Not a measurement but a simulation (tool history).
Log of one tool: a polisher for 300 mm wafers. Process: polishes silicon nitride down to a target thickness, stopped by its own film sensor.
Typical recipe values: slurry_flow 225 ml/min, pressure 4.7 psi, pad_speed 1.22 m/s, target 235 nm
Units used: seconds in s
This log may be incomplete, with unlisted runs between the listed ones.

run,hour,slurry_flow,pressure,pad_speed,target,"incoming thickness of the incoming film, nm",seconds
1,0.0,225,4.7,0.90,235,452.5,87.5
# hour 23.6: slurry nozzle cleaned
2,57.1,225,4.7,0.90,235,447.1,83.5
3,88.5,225,4.7,0.90,235,453.4,88.2
4,116.2,225,5.2,1.22,235,444.8,59.6
# hour 180.5: head pressure recalibrated
5,184.2,225,4.2,1.22,235,454.3,84.7
# hour 234.7: worn pad replaced by a new one
6,235.9,225,4.7,1.22,235,450.9,74.8
7,292.3,225,4.7,1.22,235,450.4,71.9
# hour 306.2: slurry nozzle cleaned
8,355.8,225,4.7,1.22,235,446.1,72.0
9,411.4,225,4.7,1.22,235,449.1,72.1
10,472.1,225,4.7,1.22,235,449.3,71.9
11,535.8,225,4.7,1.22,235,450.0,70.0
# hour 572.8: worn pad replaced by a new one
# hour 587.2: slurry nozzle cleaned
12,604.3,225,5.9,1.22,235,456.6,58.0
13,669.9,225,5.9,1.22,235,456.5,57.7
14,707.8,225,4.7,1.22,235,454.1,68.3
15,743.0,185,5.5,1.50,270,447.3,42.7
16,787.3,305,3.9,0.98,254,453.0,85.0
# hour 893.5: worn pad replaced by a new one
# hour 927.6: slurry nozzle cleaned
# hour 932.9: head pressure recalibrated
17,954.7,225,4.7,1.22,235,447.7,72.3
18,997.5,225,4.7,1.22,235,455.5,75.4
19,1035.4,225,4.2,1.22,163,448.7,108.9
20,1096.1,225,4.1,1.44,255,448.5,66.7
21,1145.0,225,5.4,1.22,235,455.9,64.2
# hour 1176.3: worn pad replaced by a new one
22,1215.9,150,5.3,0.84,279,454.3,72.2
# hour 1228.9: slurry nozzle cleaned
23,1397.6,185,4.7,1.22,235,451.1,71.4
24,1427.7,165,4.7,1.22,235,445.2,69.0
# hour 1464.1: worn pad replaced by a new one
25,1503.5,225,4.7,1.22,235,454.6,69.0
# hour 1511.1: slurry nozzle cleaned
26,1541.1,225,4.7,1.22,235,448.2,65.9
27,1599.6,165,5.8,1.40,277,451.2,40.9
28,1627.9,225,4.7,1.22,235,454.2,67.1

Hidden state, per run?
removal rate lost through wear of the pad, %: 0 across all the runs
slurry flow missing at the pad, %: 0 across all the runs
H1: deviation of the head's pressure from its setpoint, %
run,H1
1,5.39
2,6.75
3,7.56
4,8.32
5,-0.514
6,-0.435
7,-0.19
8,0.283
9,0.869
10,1.69
11,2.76
12,4.15
13,5.7
14,6.7
15,7.69
16,9.04
17,0.544
18,0.64
19,0.805
20,1.22
21,1.7
22,2.61
23,6.13
24,6.88
25,8.98
26,10.1
27,12.1
28,13.1

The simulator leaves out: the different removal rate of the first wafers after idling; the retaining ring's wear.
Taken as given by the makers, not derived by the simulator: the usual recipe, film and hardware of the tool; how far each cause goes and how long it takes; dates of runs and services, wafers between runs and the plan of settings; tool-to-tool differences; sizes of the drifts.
